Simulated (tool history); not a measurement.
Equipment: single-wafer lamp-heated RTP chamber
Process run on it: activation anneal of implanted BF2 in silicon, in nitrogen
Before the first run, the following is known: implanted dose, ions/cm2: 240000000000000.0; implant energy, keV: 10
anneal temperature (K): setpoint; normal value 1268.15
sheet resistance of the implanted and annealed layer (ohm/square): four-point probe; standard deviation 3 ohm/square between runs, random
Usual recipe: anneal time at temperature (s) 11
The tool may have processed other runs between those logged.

run    hour  anneal temperature (K)  anneal time at temperature (s)  read-back reference wafer on the same gauge, sheet resistance  sheet resistance of the implanted and annealed layer (ohm/square)
  1     0.0                 1256.15                              15                                                         443.35                                                             522.68
  2   115.6                 1256.15                              15                                                         441.84                                                             522.22
  3   146.9                 1256.15                              15                                                         440.26                                                             520.54
  4   266.4                 1268.15                              11                                                         437.31                                                             511.01
  5   341.3                 1268.15                              11                                                         436.36                                                             505.06
  6   388.6                 1268.15                              11                                                         436.13                                                             503.80
  7   469.1                 1268.15                              11                                                         434.33                                                             505.53
  8   514.9                 1268.15                              11                                                         433.32                                                             505.63
  9   580.6                 1268.15                              11                                                         433.28                                                             503.67
 10   651.6                 1257.15                              11                                                         431.87                                                             510.41
 11   707.7                 1243.15                              14                                                         429.63                                                             524.07
 12   767.3                 1268.15                              11                                                         447.08                                                             524.57
 13   821.3                 1291.15                               6                                                         447.68                                                             512.34
 14   879.9                 1257.15                              11                                                         445.66                                                             527.90
 15   937.4                 1288.15                              15                                                         445.59                                                             505.91
 16  1058.5                 1268.15                              11                                                         443.11                                                             517.69
 17  1092.4                 1291.15                              17                                                         442.32                                                             492.77
 18  1127.8                 1295.15                              11                                                         442.33                                                             499.56

Missing from the log above: 4 entries noted between runs. For each, name the pair of listed runs it sits between and say how the tool's hidden condition differs from the listed run just before to the listed run just after:
Between runs 5 and 6: pyrometer window cleaned and pyrometer calibrated (hour 361.3)
  gauge reads high (%): -2.29 -> -2.48
  measured less the result without the state, sheet resistance of the implanted and annealed layer (ohm/square): -11.84 -> -12.80
Between runs 10 and 11: reflector plate cleaned (hour 699.2)
  gauge reads high (%): -3.53 -> -3.75
  measured less the result without the state, sheet resistance of the implanted and annealed layer (ohm/square): -18.68 -> -20.45
Between runs 11 and 12: gauge calibrated (hour 712.5)
  gauge reads high (%): -3.75 -> 0.229
  measured less the result without the state, sheet resistance of the implanted and annealed layer (ohm/square): -20.45 -> +1.20
Between runs 14 and 15: pyrometer window cleaned and pyrometer calibrated (hour 905.9)
  gauge reads high (%): -0.221 -> -0.451
  measured less the result without the state, sheet resistance of the implanted and annealed layer (ohm/square): -1.17 -> -2.29

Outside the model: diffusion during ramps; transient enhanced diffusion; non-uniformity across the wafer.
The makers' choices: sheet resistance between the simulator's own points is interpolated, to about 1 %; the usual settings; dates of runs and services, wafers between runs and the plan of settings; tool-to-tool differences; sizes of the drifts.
